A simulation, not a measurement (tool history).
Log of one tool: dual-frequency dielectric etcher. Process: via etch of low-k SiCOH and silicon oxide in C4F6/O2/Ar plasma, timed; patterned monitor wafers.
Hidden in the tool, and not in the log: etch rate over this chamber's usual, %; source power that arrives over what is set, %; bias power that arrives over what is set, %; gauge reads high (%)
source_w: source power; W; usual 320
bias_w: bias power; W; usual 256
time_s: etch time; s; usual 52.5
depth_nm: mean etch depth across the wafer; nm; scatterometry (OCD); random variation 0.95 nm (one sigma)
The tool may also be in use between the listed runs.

| run | day | source_w | bias_w | time_s | wafers since the last listed run | hours since the last wet clean | hours since the last source power generator calibration | hours since the last bias power generator calibration | hours since the last upper electrode change | hours since the gauge calibration | read-back reference wafer on the same gauge, depth_nm | depth_nm |
|---|---|---|---|---|---|---|---|---|---|---|---|---|
| 1 | 0 | 320 | 256 | 52.5 | 0 | 233.4 | 2270.5 | 1233.4 | 1949.9 | 389.9 | 129.1 | 138.3 |
| 2 | 2.838 | 320 | 256 | 52.5 | 781 | 301.5 | 2338.6 | 1301.5 | 2018 | 458 | 128.7 | 137 |
| 3 | 4.342 | 320 | 256 | 52.5 | 414 | 337.6 | 2374.7 | 1337.6 | 2054.1 | 494.1 | 128.9 | 136.3 |
| 4 | 5.433 | 320 | 256 | 52.5 | 300 | 363.8 | 2400.9 | 1363.8 | 2080.3 | 520.3 | 128.7 | 136.1 |
|  | 9.021 | wet clean of the chamber |
| 5 | 9.042 | 320 | 256 | 52.5 | 718 | 0.5 | 2487.5 | 1450.4 | 2166.9 | 606.9 | 129 | 138.9 |
| 6 | 9.438 | 320 | 256 | 52.5 | 108 | 10 | 2497 | 1459.9 | 2176.4 | 616.4 | 128.8 | 141.8 |
| 7 | 10.871 | 320 | 256 | 52.5 | 394 | 44.4 | 2531.4 | 1494.3 | 2210.8 | 650.8 | 128.8 | 141.6 |
| 8 | 19.146 | 320 | 256 | 52.5 | 2278 | 243 | 2730 | 1692.9 | 2409.4 | 849.4 | 129 | 135.1 |
| 9 | 20.862 | 320 | 256 | 52.5 | 472 | 284.2 | 2771.2 | 1734.1 | 2450.6 | 890.6 | 128.8 | 135.4 |
| 10 | 22.854 | 260 | 256 | 62.5 | 548 | 332 | 2819 | 1781.9 | 2498.4 | 938.4 | 128.8 | 151.3 |
|  | 23.179 | source power generator calibrated |
|  | 24.775 | bias power generator calibrated |
|  | 25.962 | wet clean of the chamber |
|  | 27.338 | upper electrode replaced, of another model than before |
| 11 | 30.058 | 320 | 256 | 52.5 | 1340 | 98.3 | 165.1 | 126.8 | 65.3 | 1111.3 | 129 | 138.5 |
| 12 | 31.158 | 320 | 256 | 52.5 | 302 | 124.7 | 191.5 | 153.2 | 91.7 | 1137.7 | 128.9 | 139.4 |
| 13 | 32.85 | 320 | 256 | 65 | 465 | 165.3 | 232.1 | 193.8 | 132.3 | 1178.3 | 128.9 | 170.4 |
|  | 34 | gauge calibrated |
| 14 | 34.929 | 390 | 222 | 61.5 | 572 | 215.2 | 282 | 243.7 | 182.2 | 22.3 | 129 | 169.5 |
| 15 | 36.917 | 320 | 256 | 52.5 | 547 | 262.9 | 329.7 | 291.4 | 229.9 | 70 | 129.2 | 137.5 |
| 16 | 38.571 | 390 | 198 | 39 | 455 | 302.6 | 369.4 | 331.1 | 269.6 | 109.7 | 129.2 | 105.4 |
| 17 | 40.146 | 320 | 256 | 52.5 | 433 | 340.4 | 407.2 | 368.9 | 307.4 | 147.5 | 129 | 134.4 |
| 18 | 42.812 | 370 | 303 | 65.5 | 734 | 404.4 | 471.2 | 432.9 | 371.4 | 211.5 | 128.8 | 182.1 |
|  | 44.804 | wet clean of the chamber |
| 19 | 44.825 | 320 | 256 | 52.5 | 278 | 0.5 | 519.5 | 481.2 | 419.7 | 259.8 | 129 | 140.6 |
| 20 | 45.471 | 270 | 219 | 64 | 177 | 16 | 535 | 496.7 | 435.2 | 275.3 | 129.1 | 154.4 |
| 21 | 48.212 | 280 | 227 | 38.5 | 754 | 81.8 | 600.8 | 562.5 | 501 | 341.1 | 129 | 95.5 |
| 22 | 49.346 | 360 | 256 | 52.5 | 312 | 109 | 628 | 589.7 | 528.2 | 368.3 | 128.8 | 145 |
| 23 | 51.633 | 320 | 256 | 52.5 | 629 | 163.9 | 682.9 | 644.6 | 583.1 | 423.2 | 129 | 136.7 |

Forecast each of these 5 alternatives for the next run:
| A | 51.65 | 260 | 256 | 52.5 | 4 | 164.3 | 683.3 | 645 | 583.5 | 423.6 | ? | ? |
| B | 51.65 | 350 | 256 | 39.5 | 4 | 164.3 | 683.3 | 645 | 583.5 | 423.6 | ? | ? |
| C | 51.65 | 340 | 256 | 52.5 | 4 | 164.3 | 683.3 | 645 | 583.5 | 423.6 | ? | ? |
| D | 51.65 | 380 | 256 | 64.5 | 4 | 164.3 | 683.3 | 645 | 583.5 | 423.6 | ? | ? |
| E | 51.65 | 360 | 256 | 68 | 4 | 164.3 | 683.3 | 645 | 583.5 | 423.6 | ? | ? |

| run | read-back reference wafer on the same gauge, depth_nm | depth_nm |
|---|---|---|
| A | 128.8 | 127 |
| B | 128.8 | 106.7 |
| C | 128.8 | 140.4 |
| D | 128.8 | 179.8 |
| E | 128.8 | 185.7 |
Without the tool's hidden state the same runs would have given:
| run | depth_nm |
|---|---|
| A | 129.8 |
| B | 109.1 |
| C | 143.5 |
| D | 183.8 |
| E | 189.8 |
